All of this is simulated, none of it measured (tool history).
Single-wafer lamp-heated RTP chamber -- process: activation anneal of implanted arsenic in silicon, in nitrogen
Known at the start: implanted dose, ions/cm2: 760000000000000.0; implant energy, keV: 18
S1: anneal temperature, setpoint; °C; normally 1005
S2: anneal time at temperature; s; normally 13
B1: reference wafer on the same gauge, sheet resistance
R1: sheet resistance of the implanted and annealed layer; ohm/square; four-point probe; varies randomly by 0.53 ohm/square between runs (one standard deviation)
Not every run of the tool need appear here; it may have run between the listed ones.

run,hour,S1,S2,B1,R1
1,0.0,1005,15,149.84,139.44
2,50.8,1005,15,149.92,137.38
3,84.9,1005,13,150.21,139.69
# hour 102.5: reflector plate cleaned
4,111.9,1005,13,149.94,138.14
5,165.9,1005,13,149.91,138.51
6,234.1,1005,18,150.07,134.94
# hour 246.7: pyrometer window cleaned and pyrometer calibrated
7,299.6,1020,18,150.02,133.52
8,335.6,1026,13,150.19,135.64
9,366.7,1026,13,150.10,134.79
10,411.4,1005,13,150.20,139.27
11,529.0,1005,13,150.08,137.77
# hour 558.6: pyrometer window cleaned and pyrometer calibrated
12,570.5,1005,13,149.93,139.68
# hour 573.0: gauge calibrated
13,633.1,1005,13,150.06,139.56
14,685.9,1005,13,150.00,138.14
15,714.1,1017,18,150.10,133.17
# hour 749.8: reflector plate cleaned
16,750.3,1033,19,150.02,129.65
17,816.2,1005,13,149.87,137.14
# hour 838.3: pyrometer window cleaned and pyrometer calibrated
18,886.4,1026,13,150.03,134.32
19,925.0,1005,13,149.82,138.78
20,951.0,1005,13,149.95,139.57
21,1007.3,1029,9,150.08,136.40
22,1050.5,1005,6,149.99,143.79
23,1110.7,992,13,149.99,140.59
24,1159.2,978,17,150.04,141.69
25,1186.3,975,10,149.93,145.73
# hour 1196.1: pyrometer window cleaned and pyrometer calibrated
26,1253.0,1005,10,149.89,141.75
27,1303.9,1032,10,149.96,135.65
# hour 1359.6: reflector plate cleaned
28,1366.0,982,19,150.01,140.72
29,1434.6,1005,15,149.99,136.90
30,1464.5,1034,21,150.11,127.98
31,1508.5,983,17,149.95,139.12

What if the next run were any one of these 4? Each begins from the tool's condition after run 31:
A,1508.9,1005,17,?,?
B,1508.9,992,15,?,?
C,1508.9,1028,13,?,?
D,1508.9,997,13,?,?

run,B1,R1
A,149.86,135.05
B,149.86,139.02
C,149.86,132.66
D,149.86,139.10
Take away the tool's hidden state, keep each run's random variation, and the runs would have read:
run,R1
A,138.02
B,142.02
C,135.33
D,142.03
